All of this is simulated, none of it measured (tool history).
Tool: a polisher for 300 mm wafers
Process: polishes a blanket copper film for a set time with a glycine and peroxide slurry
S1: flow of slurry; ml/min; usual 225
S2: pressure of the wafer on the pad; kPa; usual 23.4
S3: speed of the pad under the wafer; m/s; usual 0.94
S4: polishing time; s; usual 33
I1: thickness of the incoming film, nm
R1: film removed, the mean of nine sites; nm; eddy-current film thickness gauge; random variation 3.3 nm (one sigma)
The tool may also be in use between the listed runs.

run 1 hour=0.0 | S1=225 S2=23.4 S3=0.94 S4=33 | I1=1608.6 | R1=244.5
run 2 hour=13.4 | S1=225 S2=23.4 S3=0.94 S4=33 | I1=1638.6 | R1=237.9
-- hour=21.3 worn pad replaced by a new one
run 3 hour=21.8 | S1=255 S2=23.4 S3=0.94 S4=33 | I1=1660.1 | R1=248.7
run 4 hour=37.2 | S1=225 S2=23.4 S3=0.94 S4=33 | I1=1611.8 | R1=240.7
run 5 hour=52.8 | S1=225 S2=23.4 S3=0.94 S4=33 | I1=1614.1 | R1=235.0
run 6 hour=59.8 | S1=225 S2=23.4 S3=0.94 S4=33 | I1=1663.4 | R1=240.1
run 7 hour=83.9 | S1=225 S2=23.4 S3=0.94 S4=33 | I1=1601.8 | R1=243.0
run 8 hour=90.1 | S1=225 S2=23.4 S3=0.94 S4=33 | I1=1622.6 | R1=243.3
run 9 hour=105.5 | S1=225 S2=23.4 S3=0.94 S4=33 | I1=1608.2 | R1=249.3
-- hour=112.5 worn pad replaced by a new one
run 10 hour=116.6 | S1=225 S2=23.4 S3=0.94 S4=33 | I1=1644.8 | R1=246.2
run 11 hour=131.8 | S1=225 S2=23.4 S3=0.94 S4=33 | I1=1641.4 | R1=243.3
run 12 hour=149.4 | S1=225 S2=23.4 S3=0.94 S4=33 | I1=1647.4 | R1=240.6
run 13 hour=164.4 | S1=225 S2=23.4 S3=0.94 S4=33 | I1=1632.9 | R1=247.8
run 14 hour=181.7 | S1=225 S2=23.4 S3=0.94 S4=33 | I1=1633.0 | R1=240.1
run 15 hour=198.2 | S1=225 S2=23.4 S3=0.94 S4=33 | I1=1641.8 | R1=240.6
-- hour=202.3 head pressure recalibrated
run 16 hour=208.6 | S1=225 S2=23.4 S3=0.94 S4=33 | I1=1639.2 | R1=244.0
-- hour=220.2 slurry nozzle cleaned
-- hour=224.0 worn pad replaced by a new one
run 17 hour=224.5 | S1=225 S2=30.3 S3=0.94 S4=33 | I1=1641.0 | R1=282.9
run 18 hour=232.0 | S1=185 S2=23.4 S3=0.94 S4=33 | I1=1613.3 | R1=240.2
run 19 hour=246.6 | S1=225 S2=23.4 S3=0.94 S4=33 | I1=1632.7 | R1=238.3
run 20 hour=259.4 | S1=225 S2=29.6 S3=0.78 S4=33 | I1=1602.3 | R1=232.2
run 21 hour=273.7 | S1=225 S2=30.3 S3=1.14 S4=33 | I1=1627.6 | R1=335.6
run 22 hour=285.4 | S1=165 S2=19.3 S3=1.04 S4=33 | I1=1629.1 | R1=227.9
run 23 hour=302.9 | S1=225 S2=15.9 S3=0.94 S4=33 | I1=1610.5 | R1=199.9
run 24 hour=312.9 | S1=225 S2=23.4 S3=0.94 S4=36 | I1=1642.5 | R1=268.7
run 25 hour=324.4 | S1=225 S2=23.4 S3=0.94 S4=33 | I1=1628.2 | R1=242.2
-- hour=331.0 worn pad replaced by a new one
run 26 hour=341.2 | S1=225 S2=23.4 S3=0.94 S4=33 | I1=1645.5 | R1=243.2
run 27 hour=348.2 | S1=225 S2=23.4 S3=0.94 S4=33 | I1=1629.6 | R1=241.5
run 28 hour=364.1 | S1=225 S2=19.3 S3=0.94 S4=27 | I1=1654.0 | R1=186.5
run 29 hour=380.8 | S1=225 S2=27.6 S3=0.94 S4=44 | I1=1631.1 | R1=350.0
run 30 hour=394.0 | S1=225 S2=23.4 S3=0.94 S4=33 | I1=1615.5 | R1=243.2
run 31 hour=403.7 | S1=205 S2=19.3 S3=0.72 S4=33 | I1=1611.3 | R1=171.0
run 32 hour=420.5 | S1=225 S2=23.4 S3=1.06 S4=40 | I1=1639.2 | R1=328.5
run 33 hour=426.8 | S1=280 S2=20.7 S3=0.94 S4=33 | I1=1627.9 | R1=229.6

Forecast each of these 5 alternatives for the next run:
run A hour=427.2 | S1=225 S2=17.2 S3=0.94 S4=33 | I1=1628.5 | R1=?
run B hour=427.2 | S1=300 S2=23.4 S3=0.94 S4=33 | I1=1628.5 | R1=?
run C hour=427.2 | S1=225 S2=31.0 S3=0.78 S4=40 | I1=1628.5 | R1=?
run D hour=427.2 | S1=225 S2=23.4 S3=1.12 S4=33 | I1=1628.5 | R1=?
run E hour=427.2 | S1=195 S2=27.6 S3=0.64 S4=42 | I1=1628.5 | R1=?

run=A R1=213.8
run=B R1=254.9
run=C R1=296.9
run=D R1=286.8
run=E R1=243.7
Without the tool's hidden state the same runs would have given:
run=A R1=213.8
run=B R1=254.9
run=C R1=296.9
run=D R1=286.8
run=E R1=243.7
